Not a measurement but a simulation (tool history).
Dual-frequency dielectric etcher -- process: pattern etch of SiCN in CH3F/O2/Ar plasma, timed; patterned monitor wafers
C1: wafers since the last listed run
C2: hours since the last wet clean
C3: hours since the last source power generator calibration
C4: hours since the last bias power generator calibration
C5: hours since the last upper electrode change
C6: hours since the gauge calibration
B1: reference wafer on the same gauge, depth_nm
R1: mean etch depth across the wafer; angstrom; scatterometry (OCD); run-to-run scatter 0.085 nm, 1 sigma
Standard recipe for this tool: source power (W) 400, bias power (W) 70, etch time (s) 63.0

run 1 day=0.000 | source_power_(W)=400 bias_power_(W)=70 etch_time_(s)=77.5 | C1=0 C2=505.8 C3=3803.7 C4=4528.9 C5=4975.4 C6=38.1 | B1=19.40 | R1=297.9
run 2 day=0.475 | source_power_(W)=400 bias_power_(W)=70 etch_time_(s)=77.5 | C1=81 C2=517.2 C3=3815.1 C4=4540.3 C5=4986.8 C6=49.5 | B1=19.41 | R1=297.7
run 3 day=0.958 | source_power_(W)=400 bias_power_(W)=70 etch_time_(s)=77.5 | C1=82 C2=528.8 C3=3826.7 C4=4551.9 C5=4998.4 C6=61.1 | B1=19.38 | R1=299.1
run 4 day=1.700 | source_power_(W)=400 bias_power_(W)=70 etch_time_(s)=63.0 | C1=126 C2=546.6 C3=3844.5 C4=4569.7 C5=5016.2 C6=78.9 | B1=19.39 | R1=241.2
run 5 day=2.075 | source_power_(W)=400 bias_power_(W)=70 etch_time_(s)=63.0 | C1=64 C2=555.6 C3=3853.5 C4=4578.7 C5=5025.2 C6=87.9 | B1=19.40 | R1=241.6
-- day=3.567 wet clean of the chamber
-- day=4.558 upper electrode replaced
run 6 day=4.579 | source_power_(W)=400 bias_power_(W)=82 etch_time_(s)=63.0 | C1=87 C2=24.3 C3=3913.6 C4=4638.8 C5=0.5 C6=148.0 | B1=19.40 | R1=260.7
run 7 day=4.592 | source_power_(W)=400 bias_power_(W)=82 etch_time_(s)=63.0 | C1=2 C2=24.6 C3=3913.9 C4=4639.1 C5=0.8 C6=148.3 | B1=19.41 | R1=258.2
run 8 day=4.608 | source_power_(W)=400 bias_power_(W)=70 etch_time_(s)=63.0 | C1=2 C2=25.0 C3=3914.3 C4=4639.5 C5=1.2 C6=148.7 | B1=19.42 | R1=234.9
run 9 day=4.621 | source_power_(W)=400 bias_power_(W)=70 etch_time_(s)=63.0 | C1=2 C2=25.3 C3=3914.6 C4=4639.8 C5=1.5 C6=149.0 | B1=19.39 | R1=235.8
run 10 day=4.633 | source_power_(W)=400 bias_power_(W)=63 etch_time_(s)=63.0 | C1=2 C2=25.6 C3=3914.9 C4=4640.1 C5=1.8 C6=149.3 | B1=19.37 | R1=223.4
run 11 day=4.921 | source_power_(W)=400 bias_power_(W)=63 etch_time_(s)=63.0 | C1=49 C2=32.5 C3=3921.8 C4=4647.0 C5=8.7 C6=156.2 | B1=19.41 | R1=223.0
run 12 day=5.467 | source_power_(W)=400 bias_power_(W)=70 etch_time_(s)=69.5 | C1=93 C2=45.6 C3=3934.9 C4=4660.1 C5=21.8 C6=169.3 | B1=19.41 | R1=261.5
run 13 day=6.179 | source_power_(W)=400 bias_power_(W)=70 etch_time_(s)=63.0 | C1=121 C2=62.7 C3=3952.0 C4=4677.2 C5=38.9 C6=186.4 | B1=19.41 | R1=236.7
-- day=6.650 bias power generator calibrated
run 14 day=6.808 | source_power_(W)=400 bias_power_(W)=70 etch_time_(s)=63.0 | C1=79 C2=77.8 C3=3967.1 C4=3.8 C5=54.0 C6=201.5 | B1=19.41 | R1=235.2
run 15 day=7.412 | source_power_(W)=400 bias_power_(W)=70 etch_time_(s)=63.0 | C1=103 C2=92.3 C3=3981.6 C4=18.3 C5=68.5 C6=216.0 | B1=19.43 | R1=236.3
run 16 day=7.829 | source_power_(W)=400 bias_power_(W)=70 etch_time_(s)=63.0 | C1=71 C2=102.3 C3=3991.6 C4=28.3 C5=78.5 C6=226.0 | B1=19.41 | R1=237.6
-- day=8.300 source power generator calibrated
run 17 day=8.321 | source_power_(W)=340 bias_power_(W)=53 etch_time_(s)=69.0 | C1=55 C2=114.1 C3=0.5 C4=40.1 C5=90.3 C6=237.8 | B1=19.37 | R1=209.5
run 18 day=8.625 | source_power_(W)=400 bias_power_(W)=70 etch_time_(s)=79.0 | C1=51 C2=121.4 C3=7.8 C4=47.4 C5=97.6 C6=245.1 | B1=19.41 | R1=297.2
run 19 day=9.021 | source_power_(W)=340 bias_power_(W)=53 etch_time_(s)=69.0 | C1=67 C2=130.9 C3=17.3 C4=56.9 C5=107.1 C6=254.6 | B1=19.41 | R1=209.8
-- day=9.133 gauge calibrated
run 20 day=9.733 | source_power_(W)=350 bias_power_(W)=60 etch_time_(s)=50.5 | C1=121 C2=148.0 C3=34.4 C4=74.0 C5=124.2 C6=14.4 | B1=19.40 | R1=167.9
run 21 day=10.225 | source_power_(W)=370 bias_power_(W)=70 etch_time_(s)=74.0 | C1=84 C2=159.8 C3=46.2 C4=85.8 C5=136.0 C6=26.2 | B1=19.39 | R1=271.9
run 22 day=10.671 | source_power_(W)=480 bias_power_(W)=75 etch_time_(s)=79.5 | C1=76 C2=170.5 C3=56.9 C4=96.5 C5=146.7 C6=36.9 | B1=19.42 | R1=332.2
run 23 day=11.050 | source_power_(W)=400 bias_power_(W)=57 etch_time_(s)=80.5 | C1=64 C2=179.6 C3=66.0 C4=105.6 C5=155.8 C6=46.0 | B1=19.40 | R1=271.8
run 24 day=11.350 | source_power_(W)=400 bias_power_(W)=80 etch_time_(s)=79.0 | C1=51 C2=186.8 C3=73.2 C4=112.8 C5=163.0 C6=53.2 | B1=19.39 | R1=323.1
run 25 day=11.825 | source_power_(W)=460 bias_power_(W)=55 etch_time_(s)=78.0 | C1=81 C2=198.2 C3=84.6 C4=124.2 C5=174.4 C6=64.6 | B1=19.41 | R1=269.2

Predict each of these 5 candidate next runs independently; none follows another, all start after run 25:
run A day=11.842 | source_power_(W)=400 bias_power_(W)=70 etch_time_(s)=63.0 | C1=2 C2=198.6 C3=85.0 C4=124.6 C5=174.8 C6=65.0 | B1=? | R1=?
run B day=11.842 | source_power_(W)=370 bias_power_(W)=85 etch_time_(s)=72.0 | C1=2 C2=198.6 C3=85.0 C4=124.6 C5=174.8 C6=65.0 | B1=? | R1=?
run C day=11.842 | source_power_(W)=400 bias_power_(W)=70 etch_time_(s)=81.0 | C1=2 C2=198.6 C3=85.0 C4=124.6 C5=174.8 C6=65.0 | B1=? | R1=?
run D day=11.842 | source_power_(W)=400 bias_power_(W)=54 etch_time_(s)=46.0 | C1=2 C2=198.6 C3=85.0 C4=124.6 C5=174.8 C6=65.0 | B1=? | R1=?
run E day=11.842 | source_power_(W)=490 bias_power_(W)=70 etch_time_(s)=63.0 | C1=2 C2=198.6 C3=85.0 C4=124.6 C5=174.8 C6=65.0 | B1=? | R1=?

run=A B1=19.39 R1=238.6
run=B B1=19.39 R1=295.6
run=C B1=19.39 R1=306.7
run=D B1=19.39 R1=149.7
run=E B1=19.39 R1=255.9
Take away the tool's hidden state, keep each run's random variation, and the runs would have read:
run=A R1=235.6
run=B R1=291.9
run=C R1=302.9
run=D R1=147.8
run=E R1=252.7
